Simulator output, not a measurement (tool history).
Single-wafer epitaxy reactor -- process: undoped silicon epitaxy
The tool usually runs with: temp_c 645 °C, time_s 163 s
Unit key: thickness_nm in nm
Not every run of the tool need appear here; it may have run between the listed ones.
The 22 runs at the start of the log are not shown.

| run | hour | temp_c | time_s | wafers since the last listed run | hours since the last pyrometer calibration | hours since the gauge calibration | read-back reference wafer on the same gauge, thickness_nm | thickness_nm |
|---|---|---|---|---|---|---|---|---|
| 23 | 2231.7 | 645 | 163 | 866 | 1274.7 | 341.5 | 24.374 | 25.376 |
| 24 | 2286.7 | 636 | 173 | 531 | 1329.7 | 396.5 | 24.361 | 22.468 |
| 25 | 2343.1 | 645 | 163 | 544 | 1386.1 | 452.9 | 24.39 | 25.069 |
| 26 | 2429.7 | 645 | 177 | 836 | 1472.7 | 539.5 | 24.445 | 27.036 |
| 27 | 2479.1 | 652 | 140 | 477 | 1522.1 | 588.9 | 24.424 | 24.628 |
| 28 | 2576.6 | 645 | 149 | 941 | 1619.6 | 686.4 | 24.473 | 22.75 |
| 29 | 2620.7 | 638 | 141 | 426 | 1663.7 | 730.5 | 24.409 | 18.739 |
| 30 | 2707.2 | 639 | 149 | 835 | 1750.2 | 817 | 24.416 | 20.258 |
| 31 | 2771.8 | 636 | 188 | 624 | 1814.8 | 881.6 | 24.388 | 24.158 |
| 32 | 2855 | 633 | 148 | 803 | 1898 | 964.8 | 24.414 | 17.909 |
| 33 | 2997.6 | 645 | 163 | 1377 | 2040.6 | 1107.4 | 24.378 | 24.625 |
| 34 | 3055.3 | 650 | 163 | 557 | 2098.3 | 1165.1 | 24.443 | 27.34 |

Each row is a separate what-if for the run after 34, all from the same tool condition, not one after another. Results?
| A | 3055.7 | 635 | 163 | 3 | 2098.7 | 1165.5 | ? | ? |
| B | 3055.7 | 660 | 195 | 3 | 2098.7 | 1165.5 | ? | ? |
| C | 3055.7 | 635 | 132 | 3 | 2098.7 | 1165.5 | ? | ? |
| D | 3055.7 | 630 | 148 | 3 | 2098.7 | 1165.5 | ? | ? |
| E | 3055.7 | 640 | 140 | 3 | 2098.7 | 1165.5 | ? | ? |

| run | read-back reference wafer on the same gauge, thickness_nm | thickness_nm |
|---|---|---|
| A | 24.417 | 20.396 |
| B | 24.417 | 39.561 |
| C | 24.417 | 16.517 |
| D | 24.417 | 16.765 |
| E | 24.417 | 19.331 |
Take away the tool's hidden state, keep each run's random variation, and the runs would have read:
| run | thickness_nm |
|---|---|
| A | 20.809 |
| B | 40.325 |
| C | 16.852 |
| D | 17.109 |
| E | 19.72 |
